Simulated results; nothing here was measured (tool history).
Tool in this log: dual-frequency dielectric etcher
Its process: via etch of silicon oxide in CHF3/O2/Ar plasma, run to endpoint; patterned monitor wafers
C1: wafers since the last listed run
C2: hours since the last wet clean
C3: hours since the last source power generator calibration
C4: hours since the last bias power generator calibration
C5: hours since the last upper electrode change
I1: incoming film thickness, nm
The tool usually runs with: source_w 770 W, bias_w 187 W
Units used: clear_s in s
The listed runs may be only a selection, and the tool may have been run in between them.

run 1 hour=0 | source_w=820 bias_w=157 | C1=0 C2=54.7 C3=2573.2 C4=2921.2 C5=2811 | I1=566.4 | clear_s=269.9
run 2 hour=32.4 | source_w=820 bias_w=157 | C1=119 C2=87.1 C3=2605.6 C4=2953.6 C5=2843.4 | I1=568.8 | clear_s=269.5
run 3 hour=66 | source_w=770 bias_w=187 | C1=123 C2=120.7 C3=2639.2 C4=2987.2 C5=2877 | I1=575.5 | clear_s=265
run 4 hour=82.2 | source_w=670 bias_w=187 | C1=59 C2=136.9 C3=2655.4 C4=3003.4 C5=2893.2 | I1=567.8 | clear_s=269.1
run 5 hour=99.8 | source_w=670 bias_w=187 | C1=64 C2=154.5 C3=2673 C4=3021 C5=2910.8 | I1=577.4 | clear_s=273.7
run 6 hour=120.7 | source_w=670 bias_w=187 | C1=76 C2=175.4 C3=2693.9 C4=3041.9 C5=2931.7 | I1=571 | clear_s=272.7
run 7 hour=151.3 | source_w=770 bias_w=187 | C1=112 C2=206 C3=2724.5 C4=3072.5 C5=2962.3 | I1=576.4 | clear_s=266.8
-- hour=158.9 source power generator calibrated
run 8 hour=180.1 | source_w=770 bias_w=187 | C1=91 C2=234.8 C3=21.2 C4=3101.3 C5=2991.1 | I1=578 | clear_s=267.2
run 9 hour=209.6 | source_w=770 bias_w=187 | C1=108 C2=264.3 C3=50.7 C4=3130.8 C5=3020.6 | I1=575 | clear_s=265.5
run 10 hour=238.9 | source_w=770 bias_w=187 | C1=107 C2=293.6 C3=80 C4=3160.1 C5=3049.9 | I1=575.7 | clear_s=264.7
-- hour=257.8 bias power generator calibrated
run 11 hour=264.3 | source_w=770 bias_w=170 | C1=78 C2=319 C3=105.4 C4=6.5 C5=3075.3 | I1=573.1 | clear_s=271.4
-- hour=310.6 wet clean of the chamber
run 12 hour=311.1 | source_w=770 bias_w=187 | C1=83 C2=0.5 C3=152.2 C4=53.3 C5=3122.1 | I1=571.5 | clear_s=262.8
run 13 hour=312.9 | source_w=770 bias_w=187 | C1=6 C2=2.3 C3=154 C4=55.1 C5=3123.9 | I1=571.8 | clear_s=263.7
run 14 hour=326.6 | source_w=870 bias_w=150 | C1=50 C2=16 C3=167.7 C4=68.8 C5=3137.6 | I1=576 | clear_s=273.4
run 15 hour=346.2 | source_w=770 bias_w=165 | C1=72 C2=35.6 C3=187.3 C4=88.4 C5=3157.2 | I1=570.9 | clear_s=270.5
run 16 hour=362.6 | source_w=920 bias_w=147 | C1=60 C2=52 C3=203.7 C4=104.8 C5=3173.6 | I1=570 | clear_s=268.1
run 17 hour=384.2 | source_w=640 bias_w=161 | C1=79 C2=73.6 C3=225.3 C4=126.4 C5=3195.2 | I1=570.9 | clear_s=285.7
run 18 hour=402 | source_w=770 bias_w=187 | C1=65 C2=91.4 C3=243.1 C4=144.2 C5=3213 | I1=571.8 | clear_s=262.8
run 19 hour=415.6 | source_w=770 bias_w=158 | C1=50 C2=105 C3=256.7 C4=157.8 C5=3226.6 | I1=573.6 | clear_s=277.3
run 20 hour=429.2 | source_w=770 bias_w=187 | C1=50 C2=118.6 C3=270.3 C4=171.4 C5=3240.2 | I1=568.1 | clear_s=261.5
-- hour=456.9 upper electrode replaced
run 21 hour=517.5 | source_w=770 bias_w=187 | C1=236 C2=206.9 C3=358.6 C4=259.7 C5=60.6 | I1=569.5 | clear_s=264.6
run 22 hour=552.9 | source_w=580 bias_w=234 | C1=130 C2=242.3 C3=394 C4=295.1 C5=96 | I1=565.5 | clear_s=261.8
run 23 hour=630.8 | source_w=650 bias_w=214 | C1=286 C2=320.2 C3=471.9 C4=373 C5=173.9 | I1=572.9 | clear_s=267.1
-- hour=702.5 wet clean of the chamber
run 24 hour=737.2 | source_w=580 bias_w=234 | C1=303 C2=34.7 C3=578.3 C4=479.4 C5=280.3 | I1=571.7 | clear_s=262.4
run 25 hour=762.7 | source_w=600 bias_w=157 | C1=93 C2=60.2 C3=603.8 C4=504.9 C5=305.8 | I1=572.9 | clear_s=292.2
run 26 hour=775.5 | source_w=770 bias_w=154 | C1=47 C2=73 C3=616.6 C4=517.7 C5=318.6 | I1=578.2 | clear_s=281.9
run 27 hour=796.4 | source_w=620 bias_w=187 | C1=76 C2=93.9 C3=637.5 C4=538.6 C5=339.5 | I1=570.5 | clear_s=278.5

Forecast run 28:
run 28 hour=876.8 | source_w=670 bias_w=187 | C1=295 C2=174.3 C3=717.9 C4=619 C5=419.9 | I1=572.6 | clear_s=?

{"run 28": {"clear_s": 274}}
Without the tool's hidden state the same run would have given clear_s 274 s.

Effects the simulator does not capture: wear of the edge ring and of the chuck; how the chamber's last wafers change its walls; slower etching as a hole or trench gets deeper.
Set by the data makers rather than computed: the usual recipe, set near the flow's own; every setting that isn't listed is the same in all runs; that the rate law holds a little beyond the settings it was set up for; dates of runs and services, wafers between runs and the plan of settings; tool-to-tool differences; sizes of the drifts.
